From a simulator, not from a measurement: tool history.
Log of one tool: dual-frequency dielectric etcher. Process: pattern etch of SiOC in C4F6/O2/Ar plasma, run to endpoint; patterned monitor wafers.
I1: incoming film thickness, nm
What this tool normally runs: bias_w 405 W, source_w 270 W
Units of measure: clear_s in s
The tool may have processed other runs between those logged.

Run 1, hour 0: usual settings but bias_w 334 W; I1 40.63. Result: clear_s 18.3 s.
Run 2, hour 89.3: usual settings but source_w 300 W; I1 40.53. Result: clear_s 16.2 s.
Run 3, hour 190.2: usual settings; I1 40.72. Result: clear_s 16.6 s.
Run 4, hour 295.8: usual settings but bias_w 443 W; I1 41.17. Result: clear_s 15.9 s.
Run 5, hour 336.9: usual settings; I1 40.74. Result: clear_s 16.5 s.
At hour 370.6: wet clean of the chamber.
Run 6, hour 420.5: usual settings; I1 40.14. Result: clear_s 16.5 s.
Run 7, hour 512.7: usual settings; I1 40.52. Result: clear_s 16.7 s.
At hour 645.2: upper electrode replaced.
At hour 694.8: source power generator calibrated.
Run 8, hour 695.3: usual settings; I1 40.75. Result: clear_s 16.7 s.
Run 9, hour 767.2: usual settings but bias_w 363 W; I1 40.09. Result: clear_s 17.2 s.
Run 10, hour 829.6: usual settings; I1 40.85. Result: clear_s 16.7 s.
Run 11, hour 870.9: usual settings; I1 40.25. Result: clear_s 16.4 s.
Run 12, hour 965.9: usual settings; I1 40.59. Result: clear_s 16.4 s.
Run 13, hour 1003.8: usual settings but source_w 320 W; I1 40.75. Result: clear_s 15.9 s.
At hour 1041.3: wet clean of the chamber.
At hour 1042.7: bias power generator calibrated.
Run 14, hour 1093.5: usual settings but bias_w 312 W, source_w 210 W; I1 40.47. Result: clear_s 20 s.
Run 15, hour 1182: usual settings but bias_w 478 W, source_w 320 W; I1 40.52. Result: clear_s 14.8 s.
Run 16, hour 1228.7: usual settings but bias_w 504 W, source_w 250 W; I1 40.35. Result: clear_s 15.2 s.
Run 17, hour 1335.9: usual settings but bias_w 438 W, source_w 310 W; I1 40.6. Result: clear_s 15.4 s.
Run 18, hour 1401.3: usual settings but bias_w 315 W, source_w 310 W; I1 40.4. Result: clear_s 18.1 s.
Run 19, hour 1447: usual settings but bias_w 470 W; I1 40.65. Result: clear_s 15.4 s.
Run 20, hour 1543.5: usual settings but bias_w 448 W; I1 40.67. Result: clear_s 15.7 s.
At hour 1594.1: wet clean of the chamber.
Run 21, hour 1594.6: usual settings but bias_w 470 W; I1 40.34. Result: clear_s 15.6 s.
Run 22, hour 1693: usual settings; I1 40.39. Result: clear_s 16.6 s.
Run 23, hour 1735.8: usual settings but bias_w 497 W, source_w 310 W; I1 40.69. Result: clear_s 14.7 s.

Forecast each of these 3 alternatives for the next run:
Run A, hour 1736.2: usual settings but bias_w 305 W; I1 40.4. Result: clear_s ?.
Run B, hour 1736.2: usual settings but bias_w 365 W, source_w 240 W; I1 40.4. Result: clear_s ?.
Run C, hour 1736.2: usual settings but source_w 240 W; I1 40.4. Result: clear_s ?.

run  clear_s
  A     19.1
  B     17.9
  C     17.1
The same runs, with their run-to-run variation unchanged, on a tool lacking any hidden condition would have given:
run  clear_s
  A     19.3
  B     18.1
  C     17.2
